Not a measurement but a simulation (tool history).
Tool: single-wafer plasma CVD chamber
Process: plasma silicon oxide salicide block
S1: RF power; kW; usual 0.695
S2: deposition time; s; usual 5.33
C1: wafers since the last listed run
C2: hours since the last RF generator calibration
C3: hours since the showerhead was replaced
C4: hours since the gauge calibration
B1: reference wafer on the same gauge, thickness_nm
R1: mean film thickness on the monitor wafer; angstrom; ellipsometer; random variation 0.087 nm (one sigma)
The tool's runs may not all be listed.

run 1 hour=0 | S1=0.695 S2=5.33 | C1=0 C2=1357.8 C3=4637.6 C4=249 | B1=53.609 | R1=581.76
run 2 hour=15.7 | S1=0.695 S2=5.33 | C1=509 C2=1373.5 C3=4653.3 C4=264.7 | B1=53.597 | R1=581.04
run 3 hour=24.5 | S1=0.695 S2=5.33 | C1=285 C2=1382.3 C3=4662.1 C4=273.5 | B1=53.615 | R1=580.8
run 4 hour=39.3 | S1=0.695 S2=6.08 | C1=480 C2=1397.1 C3=4676.9 C4=288.3 | B1=53.614 | R1=663.49
run 5 hour=50.3 | S1=0.695 S2=6.08 | C1=357 C2=1408.1 C3=4687.9 C4=299.3 | B1=53.613 | R1=663.75
run 6 hour=56.8 | S1=0.695 S2=5.33 | C1=211 C2=1414.6 C3=4694.4 C4=305.8 | B1=53.589 | R1=580.7
run 7 hour=64.4 | S1=0.695 S2=5.33 | C1=246 C2=1422.2 C3=4702 C4=313.4 | B1=53.582 | R1=581.45
run 8 hour=77.8 | S1=0.695 S2=5.33 | C1=435 C2=1435.6 C3=4715.4 C4=326.8 | B1=53.595 | R1=581.87
run 9 hour=84.5 | S1=0.695 S2=5.33 | C1=217 C2=1442.3 C3=4722.1 C4=333.5 | B1=53.617 | R1=580.42
run 10 hour=96.4 | S1=0.695 S2=5.33 | C1=386 C2=1454.2 C3=4734 C4=345.4 | B1=53.581 | R1=582.41
run 11 hour=105.3 | S1=0.695 S2=5.33 | C1=289 C2=1463.1 C3=4742.9 C4=354.3 | B1=53.576 | R1=581.37
run 12 hour=119.6 | S1=0.695 S2=5.33 | C1=464 C2=1477.4 C3=4757.2 C4=368.6 | B1=53.602 | R1=582.6
-- hour=131.9 gauge calibrated
run 13 hour=163.6 | S1=0.56 S2=6.25 | C1=1429 C2=1521.4 C3=4801.2 C4=31.7 | B1=53.602 | R1=639.79
run 14 hour=172.6 | S1=0.775 S2=4.83 | C1=292 C2=1530.4 C3=4810.2 C4=40.7 | B1=53.613 | R1=544.15
-- hour=183.6 showerhead replaced
run 15 hour=186.2 | S1=0.735 S2=4.67 | C1=181 C2=1544 C3=2.6 C4=54.3 | B1=53.582 | R1=518.1
run 16 hour=200.1 | S1=0.75 S2=6.18 | C1=451 C2=1557.9 C3=16.5 C4=68.2 | B1=53.626 | R1=689.22
run 17 hour=214.2 | S1=0.695 S2=4.74 | C1=457 C2=1572 C3=30.6 C4=82.3 | B1=53.595 | R1=517.39
run 18 hour=221.7 | S1=0.695 S2=4.43 | C1=243 C2=1579.5 C3=38.1 C4=89.8 | B1=53.607 | R1=484.89
-- hour=232.7 RF generator calibrated
run 19 hour=233.2 | S1=0.655 S2=6.21 | C1=113 C2=0.5 C3=49.6 C4=101.3 | B1=53.584 | R1=665.29
run 20 hour=248.4 | S1=0.695 S2=5.33 | C1=493 C2=15.7 C3=64.8 C4=116.5 | B1=53.596 | R1=583.41
run 21 hour=264.2 | S1=0.825 S2=6.28 | C1=513 C2=31.5 C3=80.6 C4=132.3 | B1=53.574 | R1=721.78
run 22 hour=302.3 | S1=0.695 S2=5.33 | C1=1237 C2=69.6 C3=118.7 C4=170.4 | B1=53.59 | R1=582.19
run 23 hour=310.3 | S1=0.695 S2=5.33 | C1=259 C2=77.6 C3=126.7 C4=178.4 | B1=53.623 | R1=580.05

4 ways to go on from here, each from the tool as it stands after run 23. What would each give?
run A hour=310.7 | S1=0.78 S2=5.33 | C1=12 C2=78 C3=127.1 C4=178.8 | B1=? | R1=?
run B hour=310.7 | S1=0.775 S2=5.33 | C1=12 C2=78 C3=127.1 C4=178.8 | B1=? | R1=?
run C hour=310.7 | S1=0.695 S2=4.76 | C1=12 C2=78 C3=127.1 C4=178.8 | B1=? | R1=?
run D hour=310.7 | S1=0.605 S2=4.86 | C1=12 C2=78 C3=127.1 C4=178.8 | B1=? | R1=?

run=A B1=53.586 R1=601.95
run=B B1=53.586 R1=600.81
run=C B1=53.586 R1=519.59
run=D B1=53.586 R1=509.28
Without the tool's hidden state the same runs would have given:
run=A R1=601.95
run=B R1=600.81
run=C R1=519.59
run=D R1=509.28

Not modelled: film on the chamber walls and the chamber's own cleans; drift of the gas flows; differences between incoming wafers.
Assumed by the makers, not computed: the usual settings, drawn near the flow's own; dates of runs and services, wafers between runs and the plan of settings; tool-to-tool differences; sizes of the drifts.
